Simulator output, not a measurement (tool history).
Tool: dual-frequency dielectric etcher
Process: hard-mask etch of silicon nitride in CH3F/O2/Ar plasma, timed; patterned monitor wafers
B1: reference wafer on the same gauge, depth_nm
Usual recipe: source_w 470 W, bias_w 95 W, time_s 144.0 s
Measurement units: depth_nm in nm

{"run": 1, "hour": 0.0, "source_w": 470, "bias_w": 95, "time_s": 144.0, "B1": 141.0, "depth_nm": 117.6}
{"run": 2, "hour": 26.2, "source_w": 470, "bias_w": 95, "time_s": 144.0, "B1": 140.8, "depth_nm": 117.6}
{"run": 3, "hour": 41.2, "source_w": 470, "bias_w": 95, "time_s": 144.0, "B1": 141.1, "depth_nm": 116.6}
{"run": 4, "hour": 75.7, "source_w": 470, "bias_w": 95, "time_s": 144.0, "B1": 140.7, "depth_nm": 117.7}
{"run": 5, "hour": 94.0, "source_w": 470, "bias_w": 95, "time_s": 144.0, "B1": 140.8, "depth_nm": 117.4}
{"run": 6, "hour": 124.1, "source_w": 470, "bias_w": 95, "time_s": 144.0, "B1": 140.8, "depth_nm": 116.3}
{"run": 7, "hour": 136.2, "source_w": 470, "bias_w": 95, "time_s": 144.0, "B1": 140.8, "depth_nm": 116.7}
{"run": 8, "hour": 172.1, "source_w": 470, "bias_w": 95, "time_s": 144.0, "B1": 141.0, "depth_nm": 115.6}
{"run": 9, "hour": 225.8, "source_w": 470, "bias_w": 95, "time_s": 144.0, "B1": 141.5, "depth_nm": 116.9}
{"hour": 251.9, "done": "upper electrode replaced"}
{"run": 10, "hour": 292.4, "source_w": 470, "bias_w": 95, "time_s": 144.0, "B1": 140.9, "depth_nm": 115.5}
{"run": 11, "hour": 304.5, "source_w": 470, "bias_w": 95, "time_s": 144.0, "B1": 141.1, "depth_nm": 115.5}
{"run": 12, "hour": 321.0, "source_w": 470, "bias_w": 95, "time_s": 144.0, "B1": 141.2, "depth_nm": 115.4}
{"run": 13, "hour": 350.2, "source_w": 470, "bias_w": 95, "time_s": 144.0, "B1": 140.7, "depth_nm": 115.2}
{"run": 14, "hour": 382.0, "source_w": 590, "bias_w": 74, "time_s": 124.0, "B1": 141.1, "depth_nm": 103.1}
{"run": 15, "hour": 417.9, "source_w": 570, "bias_w": 88, "time_s": 110.5, "B1": 141.0, "depth_nm": 93.3}
{"hour": 460.0, "done": "wet clean of the chamber"}
{"hour": 473.7, "done": "source power generator calibrated"}
{"hour": 477.3, "done": "gauge calibrated"}
{"run": 16, "hour": 483.8, "source_w": 540, "bias_w": 80, "time_s": 156.0, "B1": 141.5, "depth_nm": 124.6}
{"run": 17, "hour": 519.3, "source_w": 590, "bias_w": 74, "time_s": 124.0, "B1": 140.7, "depth_nm": 99.3}
{"run": 18, "hour": 549.9, "source_w": 470, "bias_w": 95, "time_s": 144.0, "B1": 140.7, "depth_nm": 112.1}
{"hour": 592.4, "done": "bias power generator calibrated"}
{"hour": 597.8, "done": "wet clean of the chamber, repeated, since the last time left the tool worse"}
{"run": 19, "hour": 598.3, "source_w": 420, "bias_w": 106, "time_s": 186.0, "B1": 141.2, "depth_nm": 150.0}
{"run": 20, "hour": 598.6, "source_w": 470, "bias_w": 95, "time_s": 144.0, "B1": 141.1, "depth_nm": 118.2}
{"run": 21, "hour": 617.9, "source_w": 390, "bias_w": 95, "time_s": 164.5, "B1": 141.1, "depth_nm": 124.9}
{"run": 22, "hour": 653.4, "source_w": 470, "bias_w": 95, "time_s": 144.0, "B1": 141.5, "depth_nm": 117.7}
{"run": 23, "hour": 688.0, "source_w": 420, "bias_w": 95, "time_s": 183.5, "B1": 141.0, "depth_nm": 143.4}
{"run": 24, "hour": 702.7, "source_w": 470, "bias_w": 95, "time_s": 144.0, "B1": 141.4, "depth_nm": 117.1}
{"run": 25, "hour": 735.8, "source_w": 370, "bias_w": 111, "time_s": 106.0, "B1": 140.7, "depth_nm": 81.5}
{"run": 26, "hour": 749.8, "source_w": 370, "bias_w": 115, "time_s": 181.0, "B1": 141.2, "depth_nm": 140.7}
{"run": 27, "hour": 779.5, "source_w": 510, "bias_w": 78, "time_s": 163.0, "B1": 141.0, "depth_nm": 130.7}
{"run": 28, "hour": 801.5, "source_w": 400, "bias_w": 95, "time_s": 144.0, "B1": 141.2, "depth_nm": 109.1}
{"run": 29, "hour": 819.0, "source_w": 470, "bias_w": 84, "time_s": 161.0, "B1": 141.0, "depth_nm": 126.8}
{"run": 30, "hour": 840.4, "source_w": 470, "bias_w": 71, "time_s": 185.0, "B1": 141.0, "depth_nm": 141.4}
{"run": 31, "hour": 869.4, "source_w": 580, "bias_w": 114, "time_s": 144.0, "B1": 141.2, "depth_nm": 130.2}

Branching from run 31: 3 alternative next runs. What would each branch give?
{"run": "A", "hour": 869.9, "source_w": 470, "bias_w": 95, "time_s": 144.0, "B1": "?", "depth_nm": "?"}
{"run": "B", "hour": 869.9, "source_w": 400, "bias_w": 95, "time_s": 181.0, "B1": "?", "depth_nm": "?"}
{"run": "C", "hour": 869.9, "source_w": 430, "bias_w": 74, "time_s": 111.0, "B1": "?", "depth_nm": "?"}

run=A B1=141.0 depth_nm=117.0
run=B B1=141.0 depth_nm=138.5
run=C B1=141.0 depth_nm=83.3
The same runs, with their run-to-run variation unchanged, on a tool lacking any hidden condition would have given:
run=A depth_nm=119.8
run=B depth_nm=141.9
run=C depth_nm=85.3
